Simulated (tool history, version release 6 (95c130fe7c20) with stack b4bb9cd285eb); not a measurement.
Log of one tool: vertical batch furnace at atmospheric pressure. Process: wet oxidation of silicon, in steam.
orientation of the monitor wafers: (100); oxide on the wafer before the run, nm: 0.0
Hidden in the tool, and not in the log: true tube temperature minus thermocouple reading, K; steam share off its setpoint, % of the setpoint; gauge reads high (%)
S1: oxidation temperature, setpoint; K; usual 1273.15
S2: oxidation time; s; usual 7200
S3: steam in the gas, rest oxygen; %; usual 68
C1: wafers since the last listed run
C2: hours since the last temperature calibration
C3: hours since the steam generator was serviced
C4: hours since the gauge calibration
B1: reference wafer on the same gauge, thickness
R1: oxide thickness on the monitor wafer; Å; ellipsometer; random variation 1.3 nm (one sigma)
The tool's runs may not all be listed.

Run 1, hour 0.0: usual settings; C1 0; C2 3143.8; C3 963.2; C4 15.6; B1 481.28. Result: R1 4352.8 Å.
Run 2, hour 107.0: usual settings; C1 835; C2 3250.8; C3 1070.2; C4 122.6; B1 481.56. Result: R1 4340.2 Å.
Run 3, hour 204.9: usual settings; C1 764; C2 3348.7; C3 1168.1; C4 220.5; B1 481.78. Result: R1 4340.5 Å.
Run 4, hour 241.0: usual settings; C1 281; C2 3384.8; C3 1204.2; C4 256.6; B1 481.29. Result: R1 4348.9 Å.
Run 5, hour 300.1: usual settings; C1 461; C2 3443.9; C3 1263.3; C4 315.7; B1 481.38. Result: R1 4331.8 Å.
Run 6, hour 351.9: usual settings but S3 73 %; C1 404; C2 3495.7; C3 1315.1; C4 367.5; B1 481.31. Result: R1 4563.2 Å.
Run 7, hour 445.5: usual settings but S3 73 %; C1 731; C2 3589.3; C3 1408.7; C4 461.1; B1 480.77. Result: R1 4574.7 Å.
Run 8, hour 491.1: usual settings but S3 73 %; C1 356; C2 3634.9; C3 1454.3; C4 506.7; B1 480.55. Result: R1 4554.0 Å.
Run 9, hour 580.4: usual settings; C1 697; C2 3724.2; C3 1543.6; C4 596.0; B1 480.35. Result: R1 4324.3 Å.
Run 10, hour 642.4: usual settings; C1 484; C2 3786.2; C3 1605.6; C4 658.0; B1 479.44. Result: R1 4332.9 Å.
Run 11, hour 742.8: usual settings; C1 784; C2 3886.6; C3 1706.0; C4 758.4; B1 479.58. Result: R1 4346.3 Å.
At hour 795.9: thermocouples replaced and temperature profile calibrated.
Run 12, hour 816.4: usual settings; C1 387; C2 20.5; C3 1779.6; C4 832.0; B1 478.32. Result: R1 4351.0 Å.
Run 13, hour 912.9: usual settings; C1 753; C2 117.0; C3 1876.1; C4 928.5; B1 477.56. Result: R1 4298.7 Å.
Run 14, hour 976.9: usual settings but S2 5850 s; C1 499; C2 181.0; C3 1940.1; C4 992.5; B1 476.84. Result: R1 3748.2 Å.
Run 15, hour 1031.2: usual settings; C1 424; C2 235.3; C3 1994.4; C4 1046.8; B1 476.51. Result: R1 4304.6 Å.
Run 16, hour 1085.6: usual settings but S3 58 %; C1 424; C2 289.7; C3 2048.8; C4 1101.2; B1 476.12. Result: R1 3865.2 Å.
Run 17, hour 1140.3: usual settings but S1 1260.15 K, S3 74 %; C1 427; C2 344.4; C3 2103.5; C4 1155.9; B1 475.79. Result: R1 4165.5 Å.
Run 18, hour 1238.9: usual settings; C1 770; C2 443.0; C3 2202.1; C4 1254.5; B1 474.70. Result: R1 4294.0 Å.
At hour 1287.3: steam generator serviced.
Run 19, hour 1309.5: usual settings but S2 5850 s; C1 364; C2 513.6; C3 22.2; C4 1325.1; B1 473.22. Result: R1 3728.5 Å.
Run 20, hour 1346.6: usual settings but S2 5850 s; C1 289; C2 550.7; C3 59.3; C4 1362.2; B1 472.99. Result: R1 3728.0 Å.
Run 21, hour 1389.3: usual settings but S1 1291.15 K, S2 8640 s; C1 333; C2 593.4; C3 102.0; C4 1404.9; B1 472.38. Result: R1 5343.1 Å.
Run 22, hour 1441.0: usual settings but S2 4710 s, S3 59 %; C1 403; C2 645.1; C3 153.7; C4 1456.6; B1 472.24. Result: R1 2896.9 Å.
Run 23, hour 1488.5: usual settings; C1 371; C2 692.6; C3 201.2; C4 1504.1; B1 471.41. Result: R1 4239.5 Å.
At hour 1585.9: gauge calibrated.
Run 24, hour 1677.9: usual settings but S1 1295.15 K, S3 59 %; C1 1479; C2 882.0; C3 390.6; C4 92.0; B1 481.29. Result: R1 4548.8 Å.
Run 25, hour 1827.8: usual settings but S1 1297.15 K; C1 1170; C2 1031.9; C3 540.5; C4 241.9; B1 480.96. Result: R1 5035.7 Å.
Run 26, hour 1882.0: usual settings but S1 1284.15 K; C1 423; C2 1086.1; C3 594.7; C4 296.1; B1 481.05. Result: R1 4676.1 Å.
Run 27, hour 1944.0: usual settings but S1 1284.15 K, S2 5130 s, S3 72 %; C1 484; C2 1148.1; C3 656.7; C4 358.1; B1 480.45. Result: R1 3892.6 Å.
Run 28, hour 2013.9: usual settings but S3 78 %; C1 546; C2 1218.0; C3 726.6; C4 428.0; B1 480.60. Result: R1 4757.3 Å.

The same runs without the tool's hidden state, with the same run-to-run variation:
run      R1
  1  4366.2
  2  4354.2
  3  4355.8
  4  4365.0
  5  4349.2
  6  4583.1
  7  4598.0
  8  4579.2
  9  4352.2
 10  4364.1
 11  4383.5
 12  4393.1
 13  4347.4
 14  3795.0
 15  4363.1
 16  3922.1
 17  4231.8
 18  4372.3
 19  3803.1
 20  3806.3
 21  5461.5
 22  2965.3
 23  4345.6
 24  4566.6
 25  5057.8
 26  4697.9
 27  3912.3
 28  4783.9
